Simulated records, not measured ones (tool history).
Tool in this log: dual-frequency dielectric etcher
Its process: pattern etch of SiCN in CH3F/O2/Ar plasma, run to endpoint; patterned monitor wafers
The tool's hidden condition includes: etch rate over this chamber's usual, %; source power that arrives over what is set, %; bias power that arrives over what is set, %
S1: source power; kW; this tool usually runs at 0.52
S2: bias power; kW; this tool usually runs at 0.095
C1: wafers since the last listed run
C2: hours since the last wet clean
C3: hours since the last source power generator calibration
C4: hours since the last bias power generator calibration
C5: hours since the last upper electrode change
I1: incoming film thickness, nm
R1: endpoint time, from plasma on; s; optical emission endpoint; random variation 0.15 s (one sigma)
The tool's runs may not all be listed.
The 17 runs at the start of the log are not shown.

{"run": 18, "hour": 466.0, "S1": 0.52, "S2": 0.111, "C1": 246, "C2": 80.3, "C3": 171.5, "C4": 170.7, "C5": 76.9, "I1": 10.53, "R1": 22.6}
{"run": 19, "hour": 482.1, "S1": 0.52, "S2": 0.095, "C1": 176, "C2": 96.4, "C3": 187.6, "C4": 186.8, "C5": 93, "I1": 10.52, "R1": 24.1}
{"run": 20, "hour": 507.4, "S1": 0.57, "S2": 0.104, "C1": 277, "C2": 121.7, "C3": 212.9, "C4": 212.1, "C5": 118.3, "I1": 10.6, "R1": 22.8}
{"run": 21, "hour": 538.4, "S1": 0.63, "S2": 0.104, "C1": 340, "C2": 152.7, "C3": 243.9, "C4": 243.1, "C5": 149.3, "I1": 10.69, "R1": 22.1}
{"run": 22, "hour": 567.2, "S1": 0.42, "S2": 0.118, "C1": 316, "C2": 181.5, "C3": 272.7, "C4": 271.9, "C5": 178.1, "I1": 10.63, "R1": 23.9}
{"hour": 593.1, "done": "wet clean of the chamber, repeated, since the last time left the tool worse"}
{"run": 23, "hour": 593.6, "S1": 0.58, "S2": 0.106, "C1": 26, "C2": 0.5, "C3": 299.1, "C4": 298.3, "C5": 204.5, "I1": 10.68, "R1": 20.8}
{"run": 24, "hour": 613.4, "S1": 0.48, "S2": 0.117, "C1": 217, "C2": 20.3, "C3": 318.9, "C4": 318.1, "C5": 224.3, "I1": 10.63, "R1": 21.7}
{"run": 25, "hour": 635.8, "S1": 0.43, "S2": 0.095, "C1": 245, "C2": 42.7, "C3": 341.3, "C4": 340.5, "C5": 246.7, "I1": 10.61, "R1": 24.2}
{"run": 26, "hour": 652.5, "S1": 0.52, "S2": 0.095, "C1": 183, "C2": 59.4, "C3": 358, "C4": 357.2, "C5": 263.4, "I1": 10.62, "R1": 22.9}
{"run": 27, "hour": 685.1, "S1": 0.39, "S2": 0.109, "C1": 357, "C2": 92, "C3": 390.6, "C4": 389.8, "C5": 296, "I1": 10.59, "R1": 23.4}
{"run": 28, "hour": 710.9, "S1": 0.52, "S2": 0.095, "C1": 283, "C2": 117.8, "C3": 416.4, "C4": 415.6, "C5": 321.8, "I1": 10.57, "R1": 22.4}
{"run": 29, "hour": 746.0, "S1": 0.47, "S2": 0.113, "C1": 385, "C2": 152.9, "C3": 451.5, "C4": 450.7, "C5": 356.9, "I1": 10.65, "R1": 22}
{"run": 30, "hour": 770.6, "S1": 0.48, "S2": 0.071, "C1": 269, "C2": 177.5, "C3": 476.1, "C4": 475.3, "C5": 381.5, "I1": 10.56, "R1": 26.1}
{"run": 31, "hour": 834.4, "S1": 0.58, "S2": 0.117, "C1": 700, "C2": 241.3, "C3": 539.9, "C4": 539.1, "C5": 445.3, "I1": 10.61, "R1": 20.3}
{"run": 32, "hour": 852.9, "S1": 0.47, "S2": 0.089, "C1": 202, "C2": 259.8, "C3": 558.4, "C4": 557.6, "C5": 463.8, "I1": 10.55, "R1": 24.1}
{"run": 33, "hour": 923.4, "S1": 0.52, "S2": 0.095, "C1": 773, "C2": 330.3, "C3": 628.9, "C4": 628.1, "C5": 534.3, "I1": 10.67, "R1": 23.4}
{"hour": 984.7, "done": "wet clean of the chamber"}
{"run": 34, "hour": 1022.6, "S1": 0.52, "S2": 0.095, "C1": 825, "C2": 37.9, "C3": 728.1, "C4": 727.3, "C5": 633.5, "I1": 10.56, "R1": 22.6}

Branching from run 34: 5 alternative next runs. What would each branch give?
{"run": "A", "hour": 1023.0, "S1": 0.52, "S2": 0.083, "C1": 4, "C2": 38.3, "C3": 728.5, "C4": 727.7, "C5": 633.9, "I1": 10.66, "R1": "?"}
{"run": "B", "hour": 1023.0, "S1": 0.4, "S2": 0.08, "C1": 4, "C2": 38.3, "C3": 728.5, "C4": 727.7, "C5": 633.9, "I1": 10.66, "R1": "?"}
{"run": "C", "hour": 1023.0, "S1": 0.49, "S2": 0.095, "C1": 4, "C2": 38.3, "C3": 728.5, "C4": 727.7, "C5": 633.9, "I1": 10.66, "R1": "?"}
{"run": "D", "hour": 1023.0, "S1": 0.46, "S2": 0.077, "C1": 4, "C2": 38.3, "C3": 728.5, "C4": 727.7, "C5": 633.9, "I1": 10.66, "R1": "?"}
{"run": "E", "hour": 1023.0, "S1": 0.43, "S2": 0.113, "C1": 4, "C2": 38.3, "C3": 728.5, "C4": 727.7, "C5": 633.9, "I1": 10.66, "R1": "?"}

run=A R1=24
run=B R1=26.3
run=C R1=23.2
run=D R1=25.6
run=E R1=22.6
With no hidden state in the tool, these same runs would have given:
run=A R1=23.9
run=B R1=26.2
run=C R1=23.1
run=D R1=25.5
run=E R1=22.5
